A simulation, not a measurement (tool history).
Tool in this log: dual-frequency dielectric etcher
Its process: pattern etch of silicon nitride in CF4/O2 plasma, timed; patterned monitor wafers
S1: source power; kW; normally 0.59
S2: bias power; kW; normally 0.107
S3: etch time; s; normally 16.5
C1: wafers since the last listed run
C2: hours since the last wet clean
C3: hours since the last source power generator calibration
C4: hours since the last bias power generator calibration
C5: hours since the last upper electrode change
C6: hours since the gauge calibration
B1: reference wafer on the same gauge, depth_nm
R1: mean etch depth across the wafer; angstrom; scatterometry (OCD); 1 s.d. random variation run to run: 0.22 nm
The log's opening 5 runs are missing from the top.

Run 6, hour 405.2: usual settings; C1 286; C2 28; C3 3210.5; C4 3569.8; C5 2497.3; C6 1753.6; B1 34.83. Result: R1 319.4 angstrom.
Run 7, hour 474.1: usual settings; C1 716; C2 96.9; C3 3279.4; C4 3638.7; C5 2566.2; C6 1822.5; B1 34.84. Result: R1 316.3 angstrom.
Run 8, hour 519.8: usual settings; C1 475; C2 142.6; C3 3325.1; C4 3684.4; C5 2611.9; C6 1868.2; B1 34.76. Result: R1 314.7 angstrom.
Run 9, hour 546.4: usual settings; C1 276; C2 169.2; C3 3351.7; C4 3711; C5 2638.5; C6 1894.8; B1 34.79. Result: R1 311.8 angstrom.
Run 10, hour 597.5: usual settings; C1 531; C2 220.3; C3 3402.8; C4 3762.1; C5 2689.6; C6 1945.9; B1 34.72. Result: R1 309.2 angstrom.
Run 11, hour 657.9: usual settings; C1 628; C2 280.7; C3 3463.2; C4 3822.5; C5 2750; C6 2006.3; B1 34.74. Result: R1 311.4 angstrom.
Run 12, hour 723.5: usual settings; C1 682; C2 346.3; C3 3528.8; C4 3888.1; C5 2815.6; C6 2071.9; B1 34.75. Result: R1 306.9 angstrom.
At hour 800.4: wet clean of the chamber.
At hour 821.4: bias power generator calibrated.
Run 13, hour 866.1: usual settings but S2 0.133 kW; C1 1192; C2 65.7; C3 3671.4; C4 44.7; C5 2958.2; C6 2214.5; B1 34.77. Result: R1 334.2 angstrom.
At hour 1018.2: source power generator calibrated.
Run 14, hour 1042.7: usual settings but S1 0.73 kW, S2 0.133 kW, S3 14.5 s; C1 1795; C2 242.3; C3 24.5; C4 221.3; C5 3134.8; C6 2391.1; B1 34.83. Result: R1 336.2 angstrom.
At hour 1070.4: upper electrode replaced.
Run 15, hour 1085.8: usual settings but S3 14 s; C1 198; C2 285.4; C3 67.6; C4 264.4; C5 15.4; C6 2434.2; B1 34.77. Result: R1 259.7 angstrom.
Run 16, hour 1115.8: usual settings but S1 0.67 kW, S2 0.133 kW, S3 21 s; C1 312; C2 315.4; C3 97.6; C4 294.4; C5 45.4; C6 2464.2; B1 34.85. Result: R1 452.5 angstrom.
Run 17, hour 1154.7: usual settings; C1 404; C2 354.3; C3 136.5; C4 333.3; C5 84.3; C6 2503.1; B1 34.76. Result: R1 309 angstrom.

Run 18, settings as shown, results not yet in. Your forecast:
Run 18, hour 1194.5: usual settings but S1 0.73 kW, S2 0.117 kW, S3 13.5 s; C1 414; C2 394.1; C3 176.3; C4 373.1; C5 124.1; C6 2542.9; B1 ?. Result: R1 ?.

Run 18 yielded B1 34.83, R1 297.8 angstrom.
With no hidden state in the tool, this same run would have given R1 310.9 angstrom.
